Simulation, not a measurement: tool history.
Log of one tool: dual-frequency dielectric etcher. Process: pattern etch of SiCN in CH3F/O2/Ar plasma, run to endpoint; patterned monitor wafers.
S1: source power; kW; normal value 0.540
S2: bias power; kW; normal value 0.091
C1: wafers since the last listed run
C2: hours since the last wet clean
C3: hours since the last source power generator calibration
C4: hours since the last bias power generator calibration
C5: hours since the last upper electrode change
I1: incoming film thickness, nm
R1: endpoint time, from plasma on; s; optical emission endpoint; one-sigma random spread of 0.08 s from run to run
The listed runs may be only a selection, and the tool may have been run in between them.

{"run": 1, "hour": 0.0, "S1": 0.54, "S2": 0.108, "C1": 0, "C2": 394.4, "C3": 1740.7, "C4": 3331.3, "C5": 3886.2, "I1": 8.09, "R1": 15.0}
{"run": 2, "hour": 233.9, "S1": 0.54, "S2": 0.108, "C1": 2526, "C2": 628.3, "C3": 1974.6, "C4": 3565.2, "C5": 4120.1, "I1": 8.1, "R1": 15.0}
{"hour": 337.2, "done": "wet clean of the chamber"}
{"run": 3, "hour": 337.7, "S1": 0.54, "S2": 0.091, "C1": 861, "C2": 0.5, "C3": 2078.4, "C4": 3669.0, "C5": 4223.9, "I1": 8.08, "R1": 16.5}
{"run": 4, "hour": 414.3, "S1": 0.54, "S2": 0.091, "C1": 827, "C2": 77.1, "C3": 2155.0, "C4": 3745.6, "C5": 4300.5, "I1": 8.13, "R1": 16.5}
{"run": 5, "hour": 455.1, "S1": 0.54, "S2": 0.091, "C1": 440, "C2": 117.9, "C3": 2195.8, "C4": 3786.4, "C5": 4341.3, "I1": 8.07, "R1": 16.5}
{"run": 6, "hour": 525.4, "S1": 0.54, "S2": 0.091, "C1": 759, "C2": 188.2, "C3": 2266.1, "C4": 3856.7, "C5": 4411.6, "I1": 8.06, "R1": 16.4}
{"run": 7, "hour": 630.2, "S1": 0.54, "S2": 0.091, "C1": 1131, "C2": 293.0, "C3": 2370.9, "C4": 3961.5, "C5": 4516.4, "I1": 8.16, "R1": 16.4}
{"run": 8, "hour": 728.7, "S1": 0.54, "S2": 0.091, "C1": 1063, "C2": 391.5, "C3": 2469.4, "C4": 4060.0, "C5": 4614.9, "I1": 8.11, "R1": 16.5}
{"run": 9, "hour": 826.2, "S1": 0.54, "S2": 0.104, "C1": 1052, "C2": 489.0, "C3": 2566.9, "C4": 4157.5, "C5": 4712.4, "I1": 8.09, "R1": 15.4}
{"hour": 896.9, "done": "upper electrode replaced"}
{"run": 10, "hour": 925.3, "S1": 0.54, "S2": 0.091, "C1": 811, "C2": 588.1, "C3": 2666.0, "C4": 4256.6, "C5": 28.4, "I1": 8.16, "R1": 16.4}
{"run": 11, "hour": 1030.2, "S1": 0.54, "S2": 0.091, "C1": 1132, "C2": 693.0, "C3": 2770.9, "C4": 4361.5, "C5": 133.3, "I1": 8.12, "R1": 16.4}
{"hour": 1084.2, "done": "wet clean of the chamber"}
{"run": 12, "hour": 1119.2, "S1": 0.54, "S2": 0.091, "C1": 701, "C2": 35.0, "C3": 2859.9, "C4": 4450.5, "C5": 222.3, "I1": 8.07, "R1": 16.2}
{"hour": 1127.7, "done": "bias power generator calibrated"}
{"run": 13, "hour": 1199.3, "S1": 0.54, "S2": 0.098, "C1": 821, "C2": 115.1, "C3": 2940.0, "C4": 71.6, "C5": 302.4, "I1": 8.06, "R1": 15.9}
{"run": 14, "hour": 1281.2, "S1": 0.54, "S2": 0.098, "C1": 884, "C2": 197.0, "C3": 3021.9, "C4": 153.5, "C5": 384.3, "I1": 8.03, "R1": 16.0}
{"run": 15, "hour": 1342.3, "S1": 0.6, "S2": 0.091, "C1": 659, "C2": 258.1, "C3": 3083.0, "C4": 214.6, "C5": 445.4, "I1": 8.08, "R1": 16.0}
{"run": 16, "hour": 1415.3, "S1": 0.54, "S2": 0.105, "C1": 788, "C2": 331.1, "C3": 3156.0, "C4": 287.6, "C5": 518.4, "I1": 8.1, "R1": 15.4}
{"run": 17, "hour": 1508.9, "S1": 0.54, "S2": 0.083, "C1": 1010, "C2": 424.7, "C3": 3249.6, "C4": 381.2, "C5": 612.0, "I1": 8.12, "R1": 17.5}
{"run": 18, "hour": 1608.4, "S1": 0.54, "S2": 0.07, "C1": 1074, "C2": 524.2, "C3": 3349.1, "C4": 480.7, "C5": 711.5, "I1": 8.04, "R1": 19.2}
{"run": 19, "hour": 1646.2, "S1": 0.63, "S2": 0.073, "C1": 408, "C2": 562.0, "C3": 3386.9, "C4": 518.5, "C5": 749.3, "I1": 8.1, "R1": 17.6}
{"run": 20, "hour": 1692.9, "S1": 0.62, "S2": 0.097, "C1": 504, "C2": 608.7, "C3": 3433.6, "C4": 565.2, "C5": 796.0, "I1": 8.11, "R1": 15.0}
{"hour": 1792.9, "done": "wet clean of the chamber"}
{"run": 21, "hour": 1793.4, "S1": 0.67, "S2": 0.091, "C1": 826, "C2": 0.5, "C3": 3534.1, "C4": 665.7, "C5": 896.5, "I1": 8.1, "R1": 15.2}
{"run": 22, "hour": 1824.2, "S1": 0.63, "S2": 0.099, "C1": 332, "C2": 31.3, "C3": 3564.9, "C4": 696.5, "C5": 927.3, "I1": 8.14, "R1": 14.8}

Estimate the outcome of run 23 from the log above:
{"hour": 1893.4, "done": "source power generator calibrated"}
{"run": 23, "hour": 1904.1, "S1": 0.41, "S2": 0.106, "C1": 819, "C2": 111.2, "C3": 10.7, "C4": 776.4, "C5": 1007.2, "I1": 8.18, "R1": "?"}

{"run 23": {"R1": 17.5}}
With no hidden state in the tool, this same run would have given R1 17.7 s.

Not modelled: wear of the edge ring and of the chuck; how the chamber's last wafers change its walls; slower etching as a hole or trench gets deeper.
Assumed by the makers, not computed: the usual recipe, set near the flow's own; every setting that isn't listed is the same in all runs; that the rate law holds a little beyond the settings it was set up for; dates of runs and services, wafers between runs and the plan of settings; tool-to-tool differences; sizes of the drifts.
